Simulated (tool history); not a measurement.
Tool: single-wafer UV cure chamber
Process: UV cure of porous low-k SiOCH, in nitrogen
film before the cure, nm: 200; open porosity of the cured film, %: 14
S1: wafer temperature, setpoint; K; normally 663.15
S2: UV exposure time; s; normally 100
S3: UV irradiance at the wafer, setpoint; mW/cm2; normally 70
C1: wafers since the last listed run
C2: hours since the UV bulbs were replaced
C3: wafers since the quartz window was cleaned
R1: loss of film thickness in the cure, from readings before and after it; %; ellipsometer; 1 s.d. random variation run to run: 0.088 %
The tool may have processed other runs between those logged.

| run | hour | S1 | S2 | S3 | C1 | C2 | C3 | R1 |
|---|---|---|---|---|---|---|---|---|
| 1 | 0.0 | 663.15 | 100 | 70 | 0 | 1429.8 | 38 | 5.901 |
| 2 | 36.3 | 663.15 | 100 | 70 | 127 | 1466.1 | 166 | 5.839 |
| 3 | 138.0 | 663.15 | 100 | 70 | 357 | 1567.8 | 523 | 5.704 |
| 4 | 363.0 | 663.15 | 115 | 70 | 791 | 1792.8 | 1315 | 6.014 |
| 5 | 422.6 | 663.15 | 55 | 70 | 209 | 1852.4 | 1524 | 3.703 |
| 6 | 480.9 | 669.15 | 65 | 70 | 205 | 1910.7 | 1729 | 4.142 |
| 7 | 570.7 | 669.15 | 65 | 70 | 315 | 2000.5 | 2045 | 4.060 |
| 8 | 639.8 | 663.15 | 100 | 70 | 243 | 2069.6 | 2288 | 5.400 |
|  | 733.1 | quartz window cleaned |
| 9 | 737.3 | 663.15 | 45 | 83 | 314 | 2167.1 | 14 | 3.942 |
| 10 | 789.8 | 653.15 | 150 | 58 | 184 | 2219.6 | 199 | 6.360 |
| 11 | 884.0 | 663.15 | 100 | 70 | 331 | 2313.8 | 530 | 5.632 |
|  | 908.3 | UV bulbs replaced |
| 12 | 976.3 | 658.15 | 50 | 48 | 296 | 68.0 | 827 | 2.553 |
| 13 | 1058.6 | 653.15 | 85 | 89 | 289 | 150.3 | 1116 | 5.749 |
| 14 | 1129.3 | 649.15 | 55 | 40 | 248 | 221.0 | 1365 | 2.271 |
| 15 | 1233.0 | 670.15 | 80 | 70 | 364 | 324.7 | 1729 | 4.935 |

For each entry between runs, how does the tool's hidden state at the last listed run before it compare with that at the first listed run after it?
In the gap between runs 8 and 9: quartz window cleaned (hour 733.1)
  transmission lost against a clean window, %: 12.1 -> 0.584
  measured result minus the result with no hidden state, R1: -0.438 -> -0.017 %
In the gap between runs 11 and 12: UV bulbs replaced (hour 908.3)
  transmission lost against a clean window, %: 5.5 -> 7.46
  measured result minus the result with no hidden state, R1: -0.192 -> -0.168 %

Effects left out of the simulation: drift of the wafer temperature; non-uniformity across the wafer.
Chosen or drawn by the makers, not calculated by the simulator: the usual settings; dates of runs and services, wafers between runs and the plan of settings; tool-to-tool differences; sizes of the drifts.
